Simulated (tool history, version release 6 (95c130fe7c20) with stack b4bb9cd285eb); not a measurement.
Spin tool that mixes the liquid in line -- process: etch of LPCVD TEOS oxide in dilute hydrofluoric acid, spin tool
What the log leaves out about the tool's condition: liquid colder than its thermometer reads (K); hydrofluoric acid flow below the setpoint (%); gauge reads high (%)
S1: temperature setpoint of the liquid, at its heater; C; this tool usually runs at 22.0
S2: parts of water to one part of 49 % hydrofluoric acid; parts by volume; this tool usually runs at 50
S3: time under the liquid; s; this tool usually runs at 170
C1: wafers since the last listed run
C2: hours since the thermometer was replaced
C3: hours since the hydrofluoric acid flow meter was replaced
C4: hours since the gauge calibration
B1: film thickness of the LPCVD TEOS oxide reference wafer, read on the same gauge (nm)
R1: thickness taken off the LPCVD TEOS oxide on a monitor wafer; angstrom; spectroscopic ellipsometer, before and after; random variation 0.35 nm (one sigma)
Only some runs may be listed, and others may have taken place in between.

run 1 hour=0.0 | S1=22.0 S2=30 S3=170 | C1=0 C2=1750.8 C3=336.9 C4=931.9 | B1=62.87 | R1=1069.5
-- hour=31.7 gauge calibrated
run 2 hour=32.2 | S1=22.0 S2=30 S3=170 | C1=211 C2=1783.0 C3=369.1 C4=0.5 | B1=60.01 | R1=1025.3
run 3 hour=200.6 | S1=22.0 S2=50 S3=170 | C1=1105 C2=1951.4 C3=537.5 C4=168.9 | B1=60.44 | R1=594.4
run 4 hour=389.7 | S1=22.0 S2=50 S3=170 | C1=1241 C2=2140.5 C3=726.6 C4=358.0 | B1=60.86 | R1=609.2
run 5 hour=457.0 | S1=22.0 S2=50 S3=170 | C1=441 C2=2207.8 C3=793.9 C4=425.3 | B1=61.02 | R1=609.0
-- hour=477.6 hydrofluoric acid flow meter replaced
run 6 hour=603.4 | S1=22.0 S2=50 S3=170 | C1=954 C2=2354.2 C3=125.8 C4=571.7 | B1=61.41 | R1=604.9
run 7 hour=644.6 | S1=22.0 S2=50 S3=170 | C1=270 C2=2395.4 C3=167.0 C4=612.9 | B1=61.47 | R1=619.6
run 8 hour=705.2 | S1=22.0 S2=50 S3=170 | C1=397 C2=2456.0 C3=227.6 C4=673.5 | B1=61.62 | R1=611.1
run 9 hour=735.0 | S1=22.0 S2=50 S3=215 | C1=195 C2=2485.8 C3=257.4 C4=703.3 | B1=61.69 | R1=779.4
run 10 hour=764.7 | S1=22.0 S2=50 S3=215 | C1=195 C2=2515.5 C3=287.1 C4=733.0 | B1=61.79 | R1=784.4
run 11 hour=826.7 | S1=22.0 S2=50 S3=215 | C1=407 C2=2577.5 C3=349.1 C4=795.0 | B1=61.96 | R1=784.7
run 12 hour=862.7 | S1=22.0 S2=50 S3=170 | C1=236 C2=2613.5 C3=385.1 C4=831.0 | B1=61.96 | R1=619.9
run 13 hour=915.7 | S1=19.0 S2=50 S3=170 | C1=348 C2=2666.5 C3=438.1 C4=884.0 | B1=62.14 | R1=550.4
run 14 hour=977.8 | S1=19.0 S2=50 S3=170 | C1=407 C2=2728.6 C3=500.2 C4=946.1 | B1=62.25 | R1=548.9
run 15 hour=1007.7 | S1=19.0 S2=50 S3=170 | C1=196 C2=2758.5 C3=530.1 C4=976.0 | B1=62.38 | R1=551.3
run 16 hour=1044.6 | S1=22.0 S2=50 S3=170 | C1=242 C2=2795.4 C3=567.0 C4=1012.9 | B1=62.44 | R1=632.8
-- hour=1071.9 gauge calibrated
run 17 hour=1080.0 | S1=25.0 S2=60 S3=250 | C1=232 C2=2830.8 C3=602.4 C4=8.1 | B1=60.30 | R1=816.6
run 18 hour=1118.6 | S1=22.0 S2=50 S3=170 | C1=253 C2=2869.4 C3=641.0 C4=46.7 | B1=60.37 | R1=606.9
-- hour=1158.8 hydrofluoric acid flow meter replaced
run 19 hour=1179.1 | S1=25.5 S2=25 S3=85 | C1=390 C2=2929.9 C3=20.3 C4=107.2 | B1=60.53 | R1=724.1
-- hour=1193.2 thermometer replaced
run 20 hour=1239.1 | S1=22.0 S2=50 S3=170 | C1=387 C2=45.9 C3=80.3 C4=167.2 | B1=60.63 | R1=606.4
run 21 hour=1296.0 | S1=26.0 S2=65 S3=170 | C1=373 C2=102.8 C3=137.2 C4=224.1 | B1=60.82 | R1=541.8
run 22 hour=1331.7 | S1=22.0 S2=50 S3=170 | C1=234 C2=138.5 C3=172.9 C4=259.8 | B1=60.90 | R1=612.1
run 23 hour=1388.4 | S1=22.0 S2=50 S3=170 | C1=372 C2=195.2 C3=229.6 C4=316.5 | B1=61.08 | R1=609.3
run 24 hour=1444.1 | S1=18.0 S2=30 S3=260 | C1=365 C2=250.9 C3=285.3 C4=372.2 | B1=61.13 | R1=1347.7
run 25 hour=1484.4 | S1=22.0 S2=50 S3=170 | C1=264 C2=291.2 C3=325.6 C4=412.5 | B1=61.27 | R1=619.1
run 26 hour=1541.6 | S1=26.0 S2=65 S3=170 | C1=375 C2=348.4 C3=382.8 C4=469.7 | B1=61.39 | R1=547.3
run 27 hour=1566.1 | S1=20.5 S2=75 S3=245 | C1=160 C2=372.9 C3=407.3 C4=494.2 | B1=61.43 | R1=537.0
run 28 hour=1601.1 | S1=24.5 S2=35 S3=210 | C1=229 C2=407.9 C3=442.3 C4=529.2 | B1=61.53 | R1=1223.0
run 29 hour=1673.1 | S1=22.0 S2=75 S3=240 | C1=472 C2=479.9 C3=514.3 C4=601.2 | B1=61.71 | R1=566.3
run 30 hour=1719.0 | S1=17.5 S2=40 S3=170 | C1=301 C2=525.8 C3=560.2 C4=647.1 | B1=61.85 | R1=641.1
run 31 hour=1768.4 | S1=22.0 S2=50 S3=120 | C1=324 C2=575.2 C3=609.6 C4=696.5 | B1=61.95 | R1=435.8
run 32 hour=1836.9 | S1=22.0 S2=50 S3=170 | C1=449 C2=643.7 C3=678.1 C4=765.0 | B1=62.09 | R1=622.2
run 33 hour=1883.7 | S1=26.0 S2=25 S3=170 | C1=307 C2=690.5 C3=724.9 C4=811.8 | B1=62.26 | R1=1530.5

Here are 4 independent what-if runs from the current tool condition. What would each one return?
run A hour=1884.2 | S1=22.0 S2=40 S3=170 | C1=3 C2=691.0 C3=725.4 C4=812.3 | B1=? | R1=?
run B hour=1884.2 | S1=22.0 S2=50 S3=255 | C1=3 C2=691.0 C3=725.4 C4=812.3 | B1=? | R1=?
run C hour=1884.2 | S1=18.5 S2=75 S3=255 | C1=3 C2=691.0 C3=725.4 C4=812.3 | B1=? | R1=?
run D hour=1884.2 | S1=20.0 S2=60 S3=85 | C1=3 C2=691.0 C3=725.4 C4=812.3 | B1=? | R1=?

run=A B1=62.22 R1=784.5
run=B B1=62.22 R1=929.5
run=C B1=62.22 R1=519.2
run=D B1=62.22 R1=234.5
The same runs, with their run-to-run variation unchanged, on a tool lacking any hidden condition would have given:
run=A R1=756.4
run=B R1=896.3
run=C R1=500.7
run=D R1=226.1
